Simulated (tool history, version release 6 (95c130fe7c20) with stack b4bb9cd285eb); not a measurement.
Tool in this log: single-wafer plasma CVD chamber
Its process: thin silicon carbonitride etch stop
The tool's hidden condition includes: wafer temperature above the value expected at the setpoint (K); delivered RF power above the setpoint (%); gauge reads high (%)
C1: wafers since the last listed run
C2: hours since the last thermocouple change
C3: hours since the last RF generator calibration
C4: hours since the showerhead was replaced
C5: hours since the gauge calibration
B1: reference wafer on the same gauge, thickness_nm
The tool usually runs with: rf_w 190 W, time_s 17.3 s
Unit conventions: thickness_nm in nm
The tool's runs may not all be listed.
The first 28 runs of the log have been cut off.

{"run": 29, "hour": 1977.8, "rf_w": 190, "time_s": 17.3, "C1": 2567, "C2": 317.8, "C3": 834.6, "C4": 1090.9, "C5": 1602.4, "B1": 11.894, "thickness_nm": 9.909}
{"run": 30, "hour": 2042.8, "rf_w": 190, "time_s": 17.3, "C1": 1592, "C2": 382.8, "C3": 899.6, "C4": 1155.9, "C5": 1667.4, "B1": 11.898, "thickness_nm": 9.971}
{"run": 31, "hour": 2085.9, "rf_w": 190, "time_s": 17.3, "C1": 1055, "C2": 425.9, "C3": 942.7, "C4": 1199, "C5": 1710.5, "B1": 11.901, "thickness_nm": 9.892}
{"run": 32, "hour": 2133.7, "rf_w": 200, "time_s": 17.3, "C1": 1170, "C2": 473.7, "C3": 990.5, "C4": 1246.8, "C5": 1758.3, "B1": 11.912, "thickness_nm": 10.078}
{"run": 33, "hour": 2216.6, "rf_w": 155, "time_s": 17.3, "C1": 2030, "C2": 556.6, "C3": 1073.4, "C4": 1329.7, "C5": 1841.2, "B1": 11.907, "thickness_nm": 9.441}
{"run": 34, "hour": 2309.7, "rf_w": 225, "time_s": 14, "C1": 2280, "C2": 649.7, "C3": 1166.5, "C4": 1422.8, "C5": 1934.3, "B1": 11.906, "thickness_nm": 8.376}
{"run": 35, "hour": 2397.1, "rf_w": 160, "time_s": 15.8, "C1": 2140, "C2": 737.1, "C3": 1253.9, "C4": 1510.2, "C5": 2021.7, "B1": 11.902, "thickness_nm": 8.666}
{"run": 36, "hour": 2476.5, "rf_w": 180, "time_s": 16.1, "C1": 1944, "C2": 816.5, "C3": 1333.3, "C4": 1589.6, "C5": 2101.1, "B1": 11.908, "thickness_nm": 9.058}

Forecast each of these 3 alternatives for the next run:
{"run": "A", "hour": 2476.9, "rf_w": 190, "time_s": 17.3, "C1": 9, "C2": 816.9, "C3": 1333.7, "C4": 1590, "C5": 2101.5, "B1": "?", "thickness_nm": "?"}
{"run": "B", "hour": 2476.9, "rf_w": 215, "time_s": 19.8, "C1": 9, "C2": 816.9, "C3": 1333.7, "C4": 1590, "C5": 2101.5, "B1": "?", "thickness_nm": "?"}
{"run": "C", "hour": 2476.9, "rf_w": 190, "time_s": 15.7, "C1": 9, "C2": 816.9, "C3": 1333.7, "C4": 1590, "C5": 2101.5, "B1": "?", "thickness_nm": "?"}

run=A B1=11.895 thickness_nm=9.877
run=B B1=11.895 thickness_nm=11.68
run=C B1=11.895 thickness_nm=8.964
Had the tool no hidden state, the same runs would have come out as:
run=A thickness_nm=10.042
run=B thickness_nm=11.875
run=C thickness_nm=9.113
